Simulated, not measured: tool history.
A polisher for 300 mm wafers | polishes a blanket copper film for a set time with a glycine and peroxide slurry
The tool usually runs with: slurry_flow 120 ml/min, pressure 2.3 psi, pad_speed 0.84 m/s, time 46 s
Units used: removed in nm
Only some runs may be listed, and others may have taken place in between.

run	hour	slurry_flow	pressure	pad_speed	time	incoming thickness of the incoming film, nm	removed
1	0	120	2.3	0.94	46	1307	160.4
2	47.4	120	2.3	0.84	46	1298.7	148.3
3	118.6	120	2.3	0.84	46	1288.9	150
4	146.9	120	2.3	0.84	46	1324.5	163.8
5	184.1	120	2.3	0.84	46	1328.7	161.9
6	223.6	120	2.3	0.84	46	1307.2	161.8
7	437.3	140	2.3	0.84	46	1314.4	163.1
8	491.9	120	2.3	0.78	46	1301.1	147.4
9	533.7	120	2.3	0.78	46	1287.4	148
10	579	120	2.3	0.84	46	1302.9	155
11	617.2	120	2.3	0.84	46	1306.2	159
12	688.7	120	2.3	0.84	46	1314.8	156.8
13	723	120	2.3	0.76	46	1328.4	141.6
14	781	120	2.3	0.76	46	1304.5	142.3
15	955.9	120	2.3	0.84	46	1297.8	158
16	1010	120	2.3	0.84	46	1285	159.4
17	1044.8	120	2.3	0.98	46	1316.7	180.8
18	1237	95	1.7	0.62	58	1313.5	126.4
19	1268.5	120	2.3	0.84	46	1295.8	156.7
20	1316.2	120	2.7	0.72	41	1313.1	139.9
21	1501.5	120	2.1	1.02	46	1304.7	165.6
22	1562.6	120	2.6	0.84	46	1291.5	168.5
23	1605.4	120	1.6	0.84	46	1282.4	115.6
24	1647.8	95	1.5	0.7	46	1299.8	93.4
25	1799.8	120	2.3	0.84	46	1320.4	160.4
26	1848.8	120	2.3	0.66	46	1308.7	134
27	1909.8	120	2.1	0.84	46	1314.3	146.1
28	1973.6	105	1.8	0.84	46	1295.7	127.2
29	2016.4	155	2.3	0.84	60	1331	214.3
30	2050.3	120	2.3	0.84	46	1306.9	157.6
31	2121.1	120	2.3	0.84	46	1325.7	156.4
32	2152.4	150	2	0.56	59	1291.3	140.1
33	2193.5	85	3.1	0.68	46	1317.9	155.2
34	2220.9	155	2.3	0.84	53	1324.4	182.3
35	2289.2	95	2.5	0.72	53	1294	162.9
36	2315.2	90	2.9	0.84	46	1303.8	173.7
37	2381.5	150	1.5	1.04	46	1311.3	137.4

Between the runs listed above, the log contained 12 entries, not reproduced here. Where in the sequence does each belong, and how does what the log doesn't record of the tool's condition differ from the listed run before to the listed run after?
After run 1, before run 2: head pressure recalibrated (hour 24.3)
  slurry flow missing at the pad, %: 35.8 -> 38.2
  measured less the result without the state, removed: -11.1 -> -11.2 nm
After run 3, before run 4: slurry nozzle cleaned (hour 141.5)
  slurry flow missing at the pad, %: 41.9 -> 2.02
  measured less the result without the state, removed: -12.8 -> -0.5 nm
After run 6, before run 7: worn pad replaced by a new one (hour 367.6)
  slurry flow missing at the pad, %: 5.94 -> 16.9
  measured less the result without the state, removed: -1.5 -> -4 nm
After run 9, before run 10: head pressure recalibrated (hour 560.1)
  slurry flow missing at the pad, %: 21.8 -> 24.1
  measured less the result without the state, removed: -5.5 -> -6.4 nm
After run 14, before run 15: slurry nozzle cleaned (hour 867.8); worn pad replaced by a new one (hour 926.8)
  slurry flow missing at the pad, %: 34.4 -> 4.85
  measured less the result without the state, removed: -9.3 -> -1.1 nm
After run 16, before run 17: head pressure recalibrated (hour 1014.9)
  slurry flow missing at the pad, %: 7.62 -> 9.4
  measured less the result without the state, removed: -1.8 -> -2.6 nm
After run 20, before run 21: worn pad replaced by a new one (hour 1433.8); head pressure recalibrated (hour 1495.2)
  slurry flow missing at the pad, %: 23.3 -> 32.8
  measured less the result without the state, removed: -5.6 -> -10.2 nm
After run 24, before run 25: slurry nozzle cleaned (hour 1705.6)
  slurry flow missing at the pad, %: 40.2 -> 7.43
  measured less the result without the state, removed: -8.7 -> -1.8 nm
After run 26, before run 27: worn pad replaced by a new one (hour 1900.5)
  slurry flow missing at the pad, %: 9.93 -> 13.1
  measured less the result without the state, removed: -2.1 -> -3 nm
After run 27, before run 28: head pressure recalibrated (hour 1935.9)
  slurry flow missing at the pad, %: 13.1 -> 16.3
  measured less the result without the state, removed: -3 -> -3.7 nm

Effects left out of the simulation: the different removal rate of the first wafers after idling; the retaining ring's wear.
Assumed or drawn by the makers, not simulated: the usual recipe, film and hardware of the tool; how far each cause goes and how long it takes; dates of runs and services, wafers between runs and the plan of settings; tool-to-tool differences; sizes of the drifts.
